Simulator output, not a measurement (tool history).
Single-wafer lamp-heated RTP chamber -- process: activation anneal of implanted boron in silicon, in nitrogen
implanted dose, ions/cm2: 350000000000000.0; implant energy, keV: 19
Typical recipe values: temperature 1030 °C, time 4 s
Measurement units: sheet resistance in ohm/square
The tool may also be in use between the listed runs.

run,hour,temperature,time,wafers since the last listed run,wafers since the last pyrometer calibration,wafers since the reflector plate was cleaned,hours since the gauge calibration,"read-back reference wafer on the same gauge, sheet resistance",sheet resistance
1,0.0,1030,4,0,1693,4273,139.0,253.43,268.14
2,18.4,1030,4,338,2031,4611,157.4,253.09,268.34
3,50.8,1030,4,595,2627,5207,189.8,252.85,267.45
4,70.4,1017,4,360,2987,5567,209.4,252.73,269.29
# hour 96.5: pyrometer window cleaned and pyrometer calibrated
5,97.0,1017,4,341,9,5909,236.0,252.57,269.43
6,118.7,1030,4,398,407,6307,257.7,252.37,266.62
7,153.3,1030,4,635,1043,6943,292.3,251.93,267.11
# hour 202.5: reflector plate cleaned
8,206.9,1048,3,837,1881,81,345.9,251.37,264.06
9,234.6,1030,4,509,2390,590,373.6,251.15,266.01
10,263.1,1016,3,523,2914,1114,402.1,250.93,268.91

Run 11 comes next. What will it give?
# hour 286.2: pyrometer window cleaned and pyrometer calibrated
11,286.7,1038,4,286,8,1401,425.7,?,?

read-back reference wafer on the same gauge, sheet resistance: 250.65
sheet resistance: 263.96 ohm/square
Had the tool carried no hidden state, the very same run would have given sheet resistance 268.56 ohm/square.
